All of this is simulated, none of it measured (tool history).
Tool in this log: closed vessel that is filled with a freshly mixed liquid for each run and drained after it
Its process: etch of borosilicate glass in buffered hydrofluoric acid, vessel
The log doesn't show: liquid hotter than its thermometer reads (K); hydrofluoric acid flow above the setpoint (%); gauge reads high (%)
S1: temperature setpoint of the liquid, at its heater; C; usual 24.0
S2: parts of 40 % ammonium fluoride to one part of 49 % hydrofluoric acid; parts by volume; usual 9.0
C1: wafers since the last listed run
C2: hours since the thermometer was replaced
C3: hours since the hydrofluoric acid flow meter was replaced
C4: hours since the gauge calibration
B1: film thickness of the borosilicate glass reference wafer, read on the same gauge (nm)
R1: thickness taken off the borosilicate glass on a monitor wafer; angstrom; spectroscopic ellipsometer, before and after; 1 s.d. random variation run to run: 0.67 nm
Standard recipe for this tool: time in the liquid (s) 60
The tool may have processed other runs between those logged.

run 1 hour=0.0 | S1=21.0 S2=8.0 time_in_the_liquid_(s)=60 | C1=0 C2=1563.3 C3=1332.5 C4=780.6 | B1=139.98 | R1=803.4
run 2 hour=44.5 | S1=21.0 S2=8.0 time_in_the_liquid_(s)=60 | C1=5249 C2=1607.8 C3=1377.0 C4=825.1 | B1=140.01 | R1=807.0
run 3 hour=100.6 | S1=21.0 S2=8.0 time_in_the_liquid_(s)=60 | C1=6618 C2=1663.9 C3=1433.1 C4=881.2 | B1=140.01 | R1=804.8
run 4 hour=146.3 | S1=21.5 S2=9.0 time_in_the_liquid_(s)=75 | C1=5391 C2=1709.6 C3=1478.8 C4=926.9 | B1=140.01 | R1=904.3
run 5 hour=208.1 | S1=21.5 S2=9.0 time_in_the_liquid_(s)=75 | C1=7290 C2=1771.4 C3=1540.6 C4=988.7 | B1=140.00 | R1=915.6
run 6 hour=256.5 | S1=21.5 S2=9.0 time_in_the_liquid_(s)=75 | C1=5710 C2=1819.8 C3=1589.0 C4=1037.1 | B1=139.99 | R1=916.8
run 7 hour=292.7 | S1=24.0 S2=7.0 time_in_the_liquid_(s)=60 | C1=4270 C2=1856.0 C3=1625.2 C4=1073.3 | B1=140.02 | R1=1117.2
run 8 hour=392.3 | S1=24.0 S2=7.0 time_in_the_liquid_(s)=60 | C1=11750 C2=1955.6 C3=1724.8 C4=1172.9 | B1=139.99 | R1=1111.1
run 9 hour=655.5 | S1=24.0 S2=7.0 time_in_the_liquid_(s)=60 | C1=31051 C2=2218.8 C3=1988.0 C4=1436.1 | B1=140.01 | R1=1135.7
run 10 hour=721.6 | S1=24.0 S2=9.0 time_in_the_liquid_(s)=60 | C1=7798 C2=2284.9 C3=2054.1 C4=1502.2 | B1=140.01 | R1=831.7
-- hour=824.5 hydrofluoric acid flow meter replaced
-- hour=855.9 thermometer replaced
run 11 hour=864.7 | S1=24.0 S2=9.0 time_in_the_liquid_(s)=60 | C1=16646 C2=8.8 C3=40.2 C4=1645.3 | B1=140.01 | R1=880.8
-- hour=927.4 gauge calibrated
run 12 hour=1010.1 | S1=24.0 S2=9.0 time_in_the_liquid_(s)=60 | C1=17153 C2=154.2 C3=185.6 C4=82.7 | B1=140.00 | R1=911.0
run 13 hour=1099.9 | S1=28.0 S2=10.5 time_in_the_liquid_(s)=45 | C1=10594 C2=244.0 C3=275.4 C4=172.5 | B1=140.01 | R1=748.2
-- hour=1122.0 thermometer replaced, repeated, since the last time left the tool worse
run 14 hour=1151.2 | S1=24.0 S2=9.0 time_in_the_liquid_(s)=90 | C1=5934 C2=29.2 C3=326.7 C4=223.8 | B1=139.99 | R1=1167.8
run 15 hour=1234.0 | S1=20.5 S2=9.0 time_in_the_liquid_(s)=60 | C1=9768 C2=112.0 C3=409.5 C4=306.6 | B1=140.00 | R1=651.4
run 16 hour=1337.1 | S1=24.0 S2=9.0 time_in_the_liquid_(s)=60 | C1=12163 C2=215.1 C3=512.6 C4=409.7 | B1=140.01 | R1=783.0

What will run 17 give?
run 17 hour=1444.6 | S1=20.0 S2=9.0 time_in_the_liquid_(s)=60 | C1=12682 C2=322.6 C3=620.1 C4=517.2 | B1=? | R1=?

B1: 140.00
R1: 645.0 angstrom
Without the tool's hidden state the same run would have given R1 635.2 angstrom.
